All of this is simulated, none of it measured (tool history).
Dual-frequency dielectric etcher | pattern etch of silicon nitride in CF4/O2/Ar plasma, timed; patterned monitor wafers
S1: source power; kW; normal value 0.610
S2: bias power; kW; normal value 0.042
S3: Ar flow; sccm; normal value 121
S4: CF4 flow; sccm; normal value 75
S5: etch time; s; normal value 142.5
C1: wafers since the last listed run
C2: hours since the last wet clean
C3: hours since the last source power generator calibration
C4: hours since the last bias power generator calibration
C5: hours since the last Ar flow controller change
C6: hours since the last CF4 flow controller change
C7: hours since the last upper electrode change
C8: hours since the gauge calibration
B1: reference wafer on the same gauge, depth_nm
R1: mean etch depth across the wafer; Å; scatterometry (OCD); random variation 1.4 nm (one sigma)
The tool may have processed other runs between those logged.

Run 1, day 0.000: usual settings; C1 0; C2 403.2; C3 2714.7; C4 4032.7; C5 1865.2; C6 4407.8; C7 2212.7; C8 146.7; B1 368.8. Result: R1 3119 Å.
Run 2, day 1.058: usual settings but S2 0.037 kW; C1 192; C2 428.6; C3 2740.1; C4 4058.1; C5 1890.6; C6 4433.2; C7 2238.1; C8 172.1; B1 369.2. Result: R1 2957 Å.
Run 3, day 1.929: usual settings but S2 0.037 kW; C1 158; C2 449.5; C3 2761.0; C4 4079.0; C5 1911.5; C6 4454.1; C7 2259.0; C8 193.0; B1 369.0. Result: R1 2966 Å.
Run 4, day 2.850: usual settings but S2 0.037 kW; C1 167; C2 471.6; C3 2783.1; C4 4101.1; C5 1933.6; C6 4476.2; C7 2281.1; C8 215.1; B1 369.0. Result: R1 2958 Å.
At day 2.933: gauge calibrated.
Run 5, day 3.433: usual settings but S5 168.5 s; C1 106; C2 485.6; C3 2797.1; C4 4115.1; C5 1947.6; C6 4490.2; C7 2295.1; C8 12.0; B1 369.2. Result: R1 3710 Å.
Run 6, day 4.479: usual settings; C1 190; C2 510.7; C3 2822.2; C4 4140.2; C5 1972.7; C6 4515.3; C7 2320.2; C8 37.1; B1 369.3. Result: R1 3121 Å.
At day 5.071: source power generator calibrated.
At day 5.079: Ar flow controller replaced.
Run 7, day 5.367: usual settings; C1 129; C2 532.0; C3 7.1; C4 4161.5; C5 6.9; C6 4536.6; C7 2341.5; C8 58.4; B1 368.9. Result: R1 3118 Å.
At day 6.871: wet clean of the chamber.
Run 8, day 6.892: usual settings; C1 95; C2 0.5; C3 43.7; C4 4198.1; C5 43.5; C6 4573.2; C7 2378.1; C8 95.0; B1 369.1. Result: R1 3085 Å.
Run 9, day 7.833: usual settings but S1 0.660 kW, S3 137 sccm; C1 171; C2 23.1; C3 66.3; C4 4220.7; C5 66.1; C6 4595.8; C7 2400.7; C8 117.6; B1 369.0. Result: R1 3256 Å.
At day 9.475: CF4 flow controller replaced.
At day 10.188: gauge calibrated.
At day 10.671: upper electrode replaced.
At day 10.742: bias power generator calibrated.
Run 10, day 10.762: usual settings but S1 0.760 kW, S2 0.046 kW, S3 150 sccm, S5 176.5 s; C1 292; C2 93.4; C3 136.6; C4 0.5; C5 136.4; C6 30.9; C7 2.2; C8 13.8; B1 369.0. Result: R1 4580 Å.
Run 11, day 10.933: usual settings; C1 31; C2 97.5; C3 140.7; C4 4.6; C5 140.5; C6 35.0; C7 6.3; C8 17.9; B1 368.5. Result: R1 3124 Å.
Run 12, day 12.179: usual settings but S1 0.480 kW, S2 0.035 kW, S4 67 sccm, S5 113.0 s; C1 226; C2 127.4; C3 170.6; C4 34.5; C5 170.4; C6 64.9; C7 36.2; C8 47.8; B1 368.8. Result: R1 1874 Å.
Run 13, day 12.712: usual settings but S2 0.038 kW; C1 97; C2 140.2; C3 183.4; C4 47.3; C5 183.2; C6 77.7; C7 49.0; C8 60.6; B1 369.1. Result: R1 2982 Å.
Run 14, day 14.192: usual settings; C1 269; C2 175.7; C3 218.9; C4 82.8; C5 218.7; C6 113.2; C7 84.5; C8 96.1; B1 368.7. Result: R1 3118 Å.
Run 15, day 14.738: usual settings but S2 0.037 kW; C1 99; C2 188.8; C3 232.0; C4 95.9; C5 231.8; C6 126.3; C7 97.6; C8 109.2; B1 369.0. Result: R1 2941 Å.
Run 16, day 15.379: usual settings but S1 0.470 kW, S4 57 sccm; C1 116; C2 204.2; C3 247.4; C4 111.3; C5 247.2; C6 141.7; C7 113.0; C8 124.6; B1 368.7. Result: R1 2411 Å.

Here are 3 independent what-if runs from the current tool condition. What would each one return?
Run A, day 15.400: usual settings; C1 3; C2 204.7; C3 247.9; C4 111.8; C5 247.7; C6 142.2; C7 113.5; C8 125.1; B1 ?. Result: R1 ?.
Run B, day 15.400: usual settings but S2 0.051 kW, S5 120.5 s; C1 3; C2 204.7; C3 247.9; C4 111.8; C5 247.7; C6 142.2; C7 113.5; C8 125.1; B1 ?. Result: R1 ?.
Run C, day 15.400: usual settings but S2 0.037 kW, S3 137 sccm, S4 83 sccm; C1 3; C2 204.7; C3 247.9; C4 111.8; C5 247.7; C6 142.2; C7 113.5; C8 125.1; B1 ?. Result: R1 ?.

run     B1    R1
  A  368.8  3145
  B  368.8  2875
  C  368.8  2999
With the hidden condition removed and each run's random variation left untouched, the same runs would have given:
run    R1
  A  3145
  B  2875
  C  2999
